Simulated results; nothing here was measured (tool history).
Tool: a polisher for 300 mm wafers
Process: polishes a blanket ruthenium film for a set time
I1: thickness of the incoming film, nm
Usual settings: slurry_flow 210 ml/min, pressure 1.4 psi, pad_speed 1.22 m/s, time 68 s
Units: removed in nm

run 1 hour=0 | slurry_flow=260 pressure=1.4 pad_speed=1.22 time=68 | I1=623.3 | removed=58.5
run 2 hour=19.7 | slurry_flow=260 pressure=1.4 pad_speed=1.22 time=68 | I1=634.3 | removed=59.1
-- hour=37.2 worn pad replaced by a new one
run 3 hour=43.6 | slurry_flow=260 pressure=1.4 pad_speed=1.22 time=68 | I1=628.2 | removed=58.8
run 4 hour=64.7 | slurry_flow=210 pressure=1.4 pad_speed=1.22 time=68 | I1=639.3 | removed=57.8
run 5 hour=91.1 | slurry_flow=210 pressure=1.4 pad_speed=1.22 time=68 | I1=621.2 | removed=56.9
run 6 hour=114.4 | slurry_flow=210 pressure=1.4 pad_speed=1.22 time=68 | I1=635 | removed=56.6
run 7 hour=146.5 | slurry_flow=210 pressure=1.4 pad_speed=1.22 time=68 | I1=635.7 | removed=56.2
run 8 hour=174.7 | slurry_flow=210 pressure=1.4 pad_speed=1.22 time=68 | I1=620.7 | removed=57.3
-- hour=193.2 worn pad replaced by a new one
-- hour=231.5 slurry nozzle cleaned
-- hour=244.5 head pressure recalibrated
run 9 hour=265.7 | slurry_flow=210 pressure=1.1 pad_speed=1.22 time=68 | I1=628.5 | removed=46.6
-- hour=327.5 worn pad replaced by a new one
run 10 hour=363.7 | slurry_flow=235 pressure=1.6 pad_speed=1.36 time=68 | I1=639.5 | removed=74
run 11 hour=383.5 | slurry_flow=210 pressure=1.4 pad_speed=1.22 time=68 | I1=635.4 | removed=59.2
run 12 hour=415.3 | slurry_flow=170 pressure=1.6 pad_speed=1.38 time=68 | I1=639.6 | removed=72.8
run 13 hour=446.2 | slurry_flow=165 pressure=1.4 pad_speed=1.22 time=55 | I1=624.6 | removed=45.6
-- hour=463.9 worn pad replaced by a new one
run 14 hour=535.4 | slurry_flow=270 pressure=1.6 pad_speed=0.9 time=68 | I1=635 | removed=53.2
run 15 hour=557.3 | slurry_flow=210 pressure=1.4 pad_speed=1.22 time=68 | I1=629.9 | removed=57.8
run 16 hour=571 | slurry_flow=210 pressure=1.4 pad_speed=1.22 time=68 | I1=626.6 | removed=58.9

5 ways to go on from here, each from the tool as it stands after run 16. What would each give?
run A hour=571.5 | slurry_flow=210 pressure=1.4 pad_speed=1.22 time=68 | I1=638.9 | removed=?
run B hour=571.5 | slurry_flow=210 pressure=1.4 pad_speed=1.22 time=82 | I1=638.9 | removed=?
run C hour=571.5 | slurry_flow=210 pressure=1.3 pad_speed=1.22 time=68 | I1=638.9 | removed=?
run D hour=571.5 | slurry_flow=165 pressure=1.4 pad_speed=1.22 time=68 | I1=638.9 | removed=?
run E hour=571.5 | slurry_flow=155 pressure=1.5 pad_speed=1.48 time=62 | I1=638.9 | removed=?

run=A removed=58.2
run=B removed=70.2
run=C removed=54.1
run=D removed=56.7
run=E removed=64.7
Without the tool's hidden state the same runs would have given:
run=A removed=59.1
run=B removed=71.3
run=C removed=54.9
run=D removed=57.7
run=E removed=65.9
